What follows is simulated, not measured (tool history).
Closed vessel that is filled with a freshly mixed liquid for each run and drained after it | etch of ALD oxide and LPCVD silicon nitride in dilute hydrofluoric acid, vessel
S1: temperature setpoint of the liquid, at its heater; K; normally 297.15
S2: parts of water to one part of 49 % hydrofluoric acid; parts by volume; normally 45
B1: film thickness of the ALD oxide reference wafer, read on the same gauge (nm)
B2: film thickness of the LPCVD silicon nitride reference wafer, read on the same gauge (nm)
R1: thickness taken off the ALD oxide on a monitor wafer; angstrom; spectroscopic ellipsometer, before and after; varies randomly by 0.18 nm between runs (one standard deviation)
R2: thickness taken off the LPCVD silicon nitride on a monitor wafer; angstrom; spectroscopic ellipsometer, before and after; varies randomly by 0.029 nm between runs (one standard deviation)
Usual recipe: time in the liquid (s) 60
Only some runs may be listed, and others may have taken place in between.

run 1 hour=0 | S1=297.15 S2=45 time_in_the_liquid_(s)=60 | B1=138.92 B2=148.864 | R1=385 R2=5.94
run 2 hour=182.2 | S1=299.65 S2=45 time_in_the_liquid_(s)=60 | B1=138.5 B2=148.418 | R1=421.6 R2=6.67
run 3 hour=266.8 | S1=297.15 S2=45 time_in_the_liquid_(s)=40 | B1=138.3 B2=148.162 | R1=254.6 R2=3.64
run 4 hour=315 | S1=297.15 S2=45 time_in_the_liquid_(s)=40 | B1=138.18 B2=148.053 | R1=256.3 R2=3.69
run 5 hour=361.7 | S1=297.15 S2=40 time_in_the_liquid_(s)=60 | B1=138.03 B2=147.907 | R1=431.2 R2=6.66
run 6 hour=449.4 | S1=297.15 S2=40 time_in_the_liquid_(s)=60 | B1=137.8 B2=147.638 | R1=434.4 R2=6.03
-- hour=462.2 gauge calibrated
run 7 hour=510.8 | S1=297.15 S2=40 time_in_the_liquid_(s)=60 | B1=140 B2=149.984 | R1=435.2 R2=6.5
run 8 hour=607.6 | S1=297.15 S2=45 time_in_the_liquid_(s)=70 | B1=139.97 B2=149.987 | R1=454.7 R2=6.34
run 9 hour=645.2 | S1=297.15 S2=45 time_in_the_liquid_(s)=70 | B1=139.97 B2=149.973 | R1=454.2 R2=6.72
-- hour=671.9 thermometer replaced
run 10 hour=704.1 | S1=292.15 S2=60 time_in_the_liquid_(s)=30 | B1=139.94 B2=149.943 | R1=115.8 R2=1.68
run 11 hour=762.1 | S1=297.15 S2=45 time_in_the_liquid_(s)=60 | B1=139.92 B2=149.921 | R1=388.4 R2=5.78
-- hour=887.8 hydrofluoric acid flow meter replaced
run 12 hour=1011.8 | S1=297.15 S2=45 time_in_the_liquid_(s)=60 | B1=139.76 B2=149.758 | R1=386 R2=5.77
run 13 hour=1112.3 | S1=295.65 S2=60 time_in_the_liquid_(s)=60 | B1=139.65 B2=149.623 | R1=267.5 R2=3.73
run 14 hour=1199.9 | S1=297.15 S2=30 time_in_the_liquid_(s)=60 | B1=139.56 B2=149.555 | R1=589.7 R2=8.96
run 15 hour=1270.5 | S1=301.65 S2=45 time_in_the_liquid_(s)=30 | B1=139.46 B2=149.447 | R1=230.8 R2=3.7
run 16 hour=1343.8 | S1=300.65 S2=35 time_in_the_liquid_(s)=60 | B1=139.37 B2=149.324 | R1=580.9 R2=9.13
run 17 hour=1431.3 | S1=297.15 S2=45 time_in_the_liquid_(s)=60 | B1=139.26 B2=149.199 | R1=386.9 R2=5.84
run 18 hour=1474.4 | S1=295.15 S2=35 time_in_the_liquid_(s)=60 | B1=139.18 B2=149.133 | R1=463.1 R2=6.54
-- hour=1606.8 thermometer replaced
run 19 hour=1616.1 | S1=298.65 S2=40 time_in_the_liquid_(s)=30 | B1=138.94 B2=148.857 | R1=230.7 R2=3.75
run 20 hour=1716.5 | S1=295.15 S2=45 time_in_the_liquid_(s)=60 | B1=138.74 B2=148.663 | R1=354.6 R2=4.92
run 21 hour=1860 | S1=297.15 S2=30 time_in_the_liquid_(s)=45 | B1=138.42 B2=148.301 | R1=441.5 R2=7.25
run 22 hour=1901.2 | S1=299.65 S2=45 time_in_the_liquid_(s)=90 | B1=138.33 B2=148.235 | R1=638.4 R2=10.9
-- hour=1930.9 hydrofluoric acid flow meter replaced
run 23 hour=2223.8 | S1=297.15 S2=45 time_in_the_liquid_(s)=60 | B1=137.52 B2=147.328 | R1=380.5 R2=5.41
-- hour=2238.4 gauge calibrated
run 24 hour=2268.7 | S1=297.15 S2=30 time_in_the_liquid_(s)=85 | B1=140.13 B2=150.129 | R1=841 R2=12.07
run 25 hour=2358.1 | S1=295.15 S2=55 time_in_the_liquid_(s)=60 | B1=140.12 B2=150.137 | R1=289.5 R2=4.21

Predict each of these 5 candidate next runs independently; none follows another, all start after run 25:
run A hour=2358.8 | S1=297.15 S2=45 time_in_the_liquid_(s)=60 | B1=? B2=? | R1=? R2=?
run B hour=2358.8 | S1=297.15 S2=45 time_in_the_liquid_(s)=75 | B1=? B2=? | R1=? R2=?
run C hour=2358.8 | S1=293.15 S2=55 time_in_the_liquid_(s)=60 | B1=? B2=? | R1=? R2=?
run D hour=2358.8 | S1=297.15 S2=45 time_in_the_liquid_(s)=45 | B1=? B2=? | R1=? R2=?
run E hour=2358.8 | S1=294.65 S2=45 time_in_the_liquid_(s)=60 | B1=? B2=? | R1=? R2=?

run=A B1=140.11 B2=150.149 R1=390 R2=5.56
run=B B1=140.11 B2=150.149 R1=487.5 R2=6.96
run=C B1=140.11 B2=150.149 R1=266.6 R2=3.48
run=D B1=140.11 B2=150.149 R1=292.5 R2=4.17
run=E B1=140.11 B2=150.149 R1=351.4 R2=4.69
With no hidden state in the tool, these same runs would have given:
run=A R1=389.7 R2=5.56
run=B R1=487.1 R2=6.95
run=C R1=266.3 R2=3.48
run=D R1=292.2 R2=4.17
run=E R1=351.1 R2=4.69

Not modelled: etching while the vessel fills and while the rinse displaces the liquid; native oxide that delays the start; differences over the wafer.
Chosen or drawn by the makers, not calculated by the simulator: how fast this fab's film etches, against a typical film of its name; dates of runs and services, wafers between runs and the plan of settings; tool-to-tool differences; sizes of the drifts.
